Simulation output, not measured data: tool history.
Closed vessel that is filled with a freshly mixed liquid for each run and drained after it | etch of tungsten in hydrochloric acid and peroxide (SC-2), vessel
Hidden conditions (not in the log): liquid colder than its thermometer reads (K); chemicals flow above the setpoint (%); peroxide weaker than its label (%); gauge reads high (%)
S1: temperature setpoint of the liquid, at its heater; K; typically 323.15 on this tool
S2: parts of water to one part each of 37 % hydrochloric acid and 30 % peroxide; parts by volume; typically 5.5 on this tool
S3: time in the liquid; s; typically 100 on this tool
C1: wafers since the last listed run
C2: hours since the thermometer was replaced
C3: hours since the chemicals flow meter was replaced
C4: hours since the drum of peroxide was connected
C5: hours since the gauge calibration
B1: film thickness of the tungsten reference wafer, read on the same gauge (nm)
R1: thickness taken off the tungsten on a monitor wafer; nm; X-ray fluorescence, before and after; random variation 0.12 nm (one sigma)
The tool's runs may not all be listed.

{"run": 1, "hour": 0.0, "S1": 323.15, "S2": 5.5, "S3": 100, "C1": 0, "C2": 922.5, "C3": 879.9, "C4": 315.1, "C5": 492.7, "B1": 59.99, "R1": 17.98}
{"hour": 27.2, "done": "chemicals flow meter replaced"}
{"run": 2, "hour": 50.7, "S1": 323.15, "S2": 5.5, "S3": 100, "C1": 5736, "C2": 973.2, "C3": 23.5, "C4": 365.8, "C5": 543.4, "B1": 59.99, "R1": 18.08}
{"run": 3, "hour": 76.2, "S1": 323.15, "S2": 5.5, "S3": 80, "C1": 2943, "C2": 998.7, "C3": 49, "C4": 391.3, "C5": 568.9, "B1": 59.97, "R1": 14.6}
{"run": 4, "hour": 109.5, "S1": 323.15, "S2": 5.5, "S3": 85, "C1": 3843, "C2": 1032, "C3": 82.3, "C4": 424.6, "C5": 602.2, "B1": 59.99, "R1": 15.22}
{"run": 5, "hour": 164.7, "S1": 323.15, "S2": 5.5, "S3": 65, "C1": 6370, "C2": 1087.2, "C3": 137.5, "C4": 479.8, "C5": 657.4, "B1": 60.02, "R1": 11.54}
{"hour": 167.8, "done": "new drum of peroxide connected"}
{"run": 6, "hour": 217.2, "S1": 323.15, "S2": 5.5, "S3": 65, "C1": 5943, "C2": 1139.7, "C3": 190, "C4": 49.4, "C5": 709.9, "B1": 60.01, "R1": 11.76}
{"run": 7, "hour": 252.6, "S1": 323.15, "S2": 5.5, "S3": 100, "C1": 4085, "C2": 1175.1, "C3": 225.4, "C4": 84.8, "C5": 745.3, "B1": 59.97, "R1": 17.97}
{"run": 8, "hour": 322.3, "S1": 320.15, "S2": 5.5, "S3": 100, "C1": 8044, "C2": 1244.8, "C3": 295.1, "C4": 154.5, "C5": 815, "B1": 60.03, "R1": 14.48}
{"run": 9, "hour": 393.2, "S1": 328.65, "S2": 4.5, "S3": 100, "C1": 8182, "C2": 1315.7, "C3": 366, "C4": 225.4, "C5": 885.9, "B1": 60.02, "R1": 29.93}
{"run": 10, "hour": 421.6, "S1": 328.65, "S2": 4.5, "S3": 100, "C1": 3277, "C2": 1344.1, "C3": 394.4, "C4": 253.8, "C5": 914.3, "B1": 60.01, "R1": 29.78}
{"run": 11, "hour": 485.1, "S1": 323.15, "S2": 5.5, "S3": 100, "C1": 7328, "C2": 1407.6, "C3": 457.9, "C4": 317.3, "C5": 977.8, "B1": 59.99, "R1": 18.16}
{"run": 12, "hour": 528.4, "S1": 326.65, "S2": 5.5, "S3": 100, "C1": 4997, "C2": 1450.9, "C3": 501.2, "C4": 360.6, "C5": 1021.1, "B1": 60, "R1": 22.7}
{"run": 13, "hour": 553.6, "S1": 323.15, "S2": 6.5, "S3": 150, "C1": 2908, "C2": 1476.1, "C3": 526.4, "C4": 385.8, "C5": 1046.3, "B1": 59.97, "R1": 23.78}
{"hour": 578.3, "done": "gauge calibrated"}
{"hour": 581.4, "done": "new drum of peroxide connected"}
{"run": 14, "hour": 623.0, "S1": 323.15, "S2": 4, "S3": 60, "C1": 7894, "C2": 1545.5, "C3": 595.8, "C4": 41.6, "C5": 44.7, "B1": 60.03, "R1": 13.56}
{"run": 15, "hour": 672.2, "S1": 326.65, "S2": 5.5, "S3": 100, "C1": 5678, "C2": 1594.7, "C3": 645, "C4": 90.8, "C5": 93.9, "B1": 59.97, "R1": 22.63}
{"run": 16, "hour": 708.3, "S1": 332.15, "S2": 8, "S3": 150, "C1": 4166, "C2": 1630.8, "C3": 681.1, "C4": 126.9, "C5": 130, "B1": 60.01, "R1": 36.21}
{"run": 17, "hour": 751.5, "S1": 323.15, "S2": 5.5, "S3": 140, "C1": 4985, "C2": 1674, "C3": 724.3, "C4": 170.1, "C5": 173.2, "B1": 60.04, "R1": 25.33}
{"run": 18, "hour": 782.3, "S1": 323.15, "S2": 5.5, "S3": 100, "C1": 3554, "C2": 1704.8, "C3": 755.1, "C4": 200.9, "C5": 204, "B1": 60.04, "R1": 17.93}
{"run": 19, "hour": 812.9, "S1": 329.15, "S2": 8, "S3": 135, "C1": 3531, "C2": 1735.4, "C3": 785.7, "C4": 231.5, "C5": 234.6, "B1": 60.04, "R1": 26.78}
{"hour": 820.5, "done": "chemicals flow meter replaced"}
{"run": 20, "hour": 848.2, "S1": 326.15, "S2": 5.5, "S3": 55, "C1": 3958, "C2": 1770.7, "C3": 27.7, "C4": 266.8, "C5": 269.9, "B1": 59.96, "R1": 12.07}
{"hour": 870.8, "done": "thermometer replaced"}
{"run": 21, "hour": 905.9, "S1": 332.65, "S2": 7, "S3": 80, "C1": 6543, "C2": 35.1, "C3": 85.4, "C4": 324.5, "C5": 327.6, "B1": 59.97, "R1": 22.04}
{"run": 22, "hour": 938.8, "S1": 320.15, "S2": 7.5, "S3": 60, "C1": 3797, "C2": 68, "C3": 118.3, "C4": 357.4, "C5": 360.5, "B1": 59.95, "R1": 6.98}
{"run": 23, "hour": 970.7, "S1": 323.15, "S2": 5.5, "S3": 100, "C1": 3681, "C2": 99.9, "C3": 150.2, "C4": 389.3, "C5": 392.4, "B1": 59.99, "R1": 17.94}
{"run": 24, "hour": 1003.5, "S1": 316.15, "S2": 7, "S3": 120, "C1": 3785, "C2": 132.7, "C3": 183, "C4": 422.1, "C5": 425.2, "B1": 60.07, "R1": 11.21}
{"run": 25, "hour": 1058.9, "S1": 323.15, "S2": 5.5, "S3": 100, "C1": 6393, "C2": 188.1, "C3": 238.4, "C4": 477.5, "C5": 480.6, "B1": 60.02, "R1": 17.99}
{"hour": 1095.1, "done": "new drum of peroxide connected"}
{"run": 26, "hour": 1120.5, "S1": 319.15, "S2": 5.5, "S3": 65, "C1": 6994, "C2": 249.7, "C3": 300, "C4": 25.4, "C5": 542.2, "B1": 60.02, "R1": 8.9}
{"run": 27, "hour": 1269.8, "S1": 323.15, "S2": 5.5, "S3": 40, "C1": 17231, "C2": 399, "C3": 449.3, "C4": 174.7, "C5": 691.5, "B1": 59.99, "R1": 7.19}
{"run": 28, "hour": 1335.6, "S1": 323.15, "S2": 5.5, "S3": 125, "C1": 7594, "C2": 464.8, "C3": 515.1, "C4": 240.5, "C5": 757.3, "B1": 60.02, "R1": 22.44}
{"run": 29, "hour": 1403.7, "S1": 323.15, "S2": 5.5, "S3": 100, "C1": 7859, "C2": 532.9, "C3": 583.2, "C4": 308.6, "C5": 825.4, "B1": 60.05, "R1": 18.06}
{"run": 30, "hour": 1446.2, "S1": 333.15, "S2": 4, "S3": 150, "C1": 4905, "C2": 575.4, "C3": 625.7, "C4": 351.1, "C5": 867.9, "B1": 60, "R1": 64.62}

What if the next run were any one of these 4? Each begins from the tool's condition after run 30:
{"run": "A", "hour": 1446.9, "S1": 323.15, "S2": 5.5, "S3": 55, "C1": 80, "C2": 576.1, "C3": 626.4, "C4": 351.8, "C5": 868.6, "B1": "?", "R1": "?"}
{"run": "B", "hour": 1446.9, "S1": 328.15, "S2": 4, "S3": 100, "C1": 80, "C2": 576.1, "C3": 626.4, "C4": 351.8, "C5": 868.6, "B1": "?", "R1": "?"}
{"run": "C", "hour": 1446.9, "S1": 316.15, "S2": 5.5, "S3": 60, "C1": 80, "C2": 576.1, "C3": 626.4, "C4": 351.8, "C5": 868.6, "B1": "?", "R1": "?"}
{"run": "D", "hour": 1446.9, "S1": 323.15, "S2": 5.5, "S3": 160, "C1": 80, "C2": 576.1, "C3": 626.4, "C4": 351.8, "C5": 868.6, "B1": "?", "R1": "?"}

run=A B1=60.05 R1=9.9
run=B B1=60.05 R1=31.24
run=C B1=60.05 R1=6.7
run=D B1=60.05 R1=28.8
Take away the tool's hidden state, keep each run's random variation, and the runs would have read:
run=A R1=9.9
run=B R1=31.24
run=C R1=6.7
run=D R1=28.8
